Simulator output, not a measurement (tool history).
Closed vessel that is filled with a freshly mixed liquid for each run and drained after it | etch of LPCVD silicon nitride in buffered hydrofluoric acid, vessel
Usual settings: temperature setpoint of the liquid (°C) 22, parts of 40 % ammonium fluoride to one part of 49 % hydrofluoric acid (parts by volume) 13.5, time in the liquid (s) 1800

run	hour	temperature setpoint of the liquid (°C)	parts of 40 % ammonium fluoride to one part of 49 % hydrofluoric acid (parts by volume)	time in the liquid (s)	read-back film thickness of the LPCVD silicon nitride reference wafer, read on the same gauge (nm)	thickness taken off the LPCVD silicon nitride on a monitor wafer (angstrom)
1	0	22	13.5	1800	100	167.6
2	50.9	22	13.5	1800	100.02	168.1
3	88.4	25	13.5	1800	99.99	196.1
4	133.3	25	13.5	1800	100	198.3
5	240.5	22	13.5	1800	100.02	166
6	321.9	22	13.5	1800	100	164.5
# hour 480.9: hydrofluoric acid flow meter replaced
7	645	25	16	1800	99.99	162.2
8	746.1	25	16	1800	100.04	165.1
# hour 765.9: gauge calibrated
# hour 769.2: thermometer replaced
9	801.6	25	10.5	1800	99.98	253
10	869.9	22	16	1800	100.02	142
11	909.7	22	11.5	1800	100	197.6
12	948.8	22	19	1800	99.97	119.7
13	1028	24.5	10.5	1090	100.03	147.9
14	1131	22	13.5	1800	100	165
15	1193.9	24.5	19	1255	100	93.4
16	1273.5	22	13.5	1800	100	163.5
17	1330.9	24.5	15.5	1140	100.02	104.7
18	1405.4	26	16	1800	100	171.8
19	1488.7	26.5	9	1215	100.02	202
20	1580.4	22	11	1800	99.97	197
21	1621.5	24.5	13.5	2625	99.99	266.8
# hour 1653.4: thermometer replaced
22	1675	25.5	16	1800	100	177.3
23	1754.6	22	19	1800	99.98	120.8
24	1823.1	22	13.5	1800	99.99	171.7
25	1887.3	26.5	11.5	1800	100.01	248.9
26	1972.1	22	13.5	1800	100	166.5
27	2064.6	19	13.5	2865	99.99	223.4
28	2122.2	22	17	2870	99.99	209.8
29	2165.2	22	13.5	1800	100.06	165.2

Run 30 comes next. What will it give?
30	2206.1	25	15.5	745	?	?

{"run 30": {"read-back film thickness of the LPCVD silicon nitride reference wafer, read on the same gauge (nm)": 100.02, "thickness taken off the LPCVD silicon nitride on a monitor wafer (angstrom)": 70.5}}
Without the tool's hidden state the same run would have given thickness taken off the LPCVD silicon nitride on a monitor wafer (angstrom) 72.6.
